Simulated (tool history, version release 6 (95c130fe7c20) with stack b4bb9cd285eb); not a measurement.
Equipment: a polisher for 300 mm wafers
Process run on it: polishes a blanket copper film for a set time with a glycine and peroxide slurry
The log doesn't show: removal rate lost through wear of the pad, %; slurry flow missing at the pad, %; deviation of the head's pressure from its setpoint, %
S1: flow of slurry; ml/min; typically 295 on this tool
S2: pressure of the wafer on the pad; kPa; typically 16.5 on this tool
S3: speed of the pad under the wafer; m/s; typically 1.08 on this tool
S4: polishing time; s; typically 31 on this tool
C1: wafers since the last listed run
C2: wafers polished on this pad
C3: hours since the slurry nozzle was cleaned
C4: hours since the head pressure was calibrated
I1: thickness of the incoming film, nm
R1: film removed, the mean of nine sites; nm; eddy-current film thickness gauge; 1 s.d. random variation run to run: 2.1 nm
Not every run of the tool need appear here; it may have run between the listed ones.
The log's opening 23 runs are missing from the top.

-- day=13.996 worn pad replaced by a new one
run 24 day=14.125 | S1=295 S2=16.5 S3=1.08 S4=31 | C1=594 C2=40 C3=403.3 C4=99.3 | I1=1261.4 | R1=170.9
run 25 day=14.625 | S1=295 S2=16.5 S3=1.08 S4=31 | C1=157 C2=198 C3=415.3 C4=111.3 | I1=1271.2 | R1=171
-- day=14.712 slurry nozzle cleaned
run 26 day=14.921 | S1=205 S2=16.5 S3=1.28 S4=31 | C1=80 C2=278 C3=5 C4=118.4 | I1=1288.1 | R1=192
run 27 day=15.258 | S1=295 S2=16.5 S3=1.08 S4=31 | C1=106 C2=384 C3=13.1 C4=126.5 | I1=1286.4 | R1=168.9
run 28 day=15.796 | S1=230 S2=16.5 S3=1.4 S4=34 | C1=169 C2=554 C3=26 C4=139.4 | I1=1302 | R1=234.3
run 29 day=16.125 | S1=295 S2=16.5 S3=1.08 S4=31 | C1=103 C2=658 C3=33.9 C4=147.3 | I1=1276.1 | R1=170.1
run 30 day=16.692 | S1=235 S2=15.2 S3=1.08 S4=31 | C1=178 C2=837 C3=47.5 C4=160.9 | I1=1277.4 | R1=155
run 31 day=17.362 | S1=375 S2=13.1 S3=1.26 S4=25 | C1=211 C2=1049 C3=63.6 C4=177 | I1=1289.4 | R1=133.9
-- day=17.729 worn pad replaced by a new one
run 32 day=17.971 | S1=375 S2=16.5 S3=1.08 S4=31 | C1=139 C2=76 C3=78.2 C4=191.6 | I1=1290.1 | R1=172.6
run 33 day=18.45 | S1=295 S2=16.5 S3=1.08 S4=31 | C1=151 C2=227 C3=89.7 C4=203.1 | I1=1301.3 | R1=172
run 34 day=19.196 | S1=265 S2=13.1 S3=1.08 S4=36 | C1=235 C2=463 C3=107.6 C4=221 | I1=1261 | R1=165.1
run 35 day=19.454 | S1=295 S2=14.5 S3=1.08 S4=31 | C1=81 C2=544 C3=113.8 C4=227.2 | I1=1296.8 | R1=155.4
run 36 day=20.146 | S1=295 S2=16.5 S3=1.08 S4=31 | C1=218 C2=763 C3=130.4 C4=243.8 | I1=1290.5 | R1=168
run 37 day=20.542 | S1=205 S2=13.1 S3=1.34 S4=31 | C1=124 C2=888 C3=139.9 C4=253.3 | I1=1283.7 | R1=173.5

Alternative continuations, all from the tool just after run 37; predict every row:
run A day=20.558 | S1=295 S2=16.5 S3=1.08 S4=31 | C1=5 C2=893 C3=140.3 C4=253.7 | I1=1287.9 | R1=?
run B day=20.558 | S1=265 S2=20.7 S3=0.72 S4=37 | C1=5 C2=893 C3=140.3 C4=253.7 | I1=1287.9 | R1=?
run C day=20.558 | S1=205 S2=16.5 S3=0.94 S4=42 | C1=5 C2=893 C3=140.3 C4=253.7 | I1=1287.9 | R1=?
run D day=20.558 | S1=295 S2=11.7 S3=1.36 S4=23 | C1=5 C2=893 C3=140.3 C4=253.7 | I1=1287.9 | R1=?

run=A R1=166.2
run=B R1=152
run=C R1=191.1
run=D R1=124.4
With the hidden condition removed and each run's random variation left untouched, the same runs would have given:
run=A R1=173.8
run=B R1=158.9
run=C R1=199.8
run=D R1=130.1
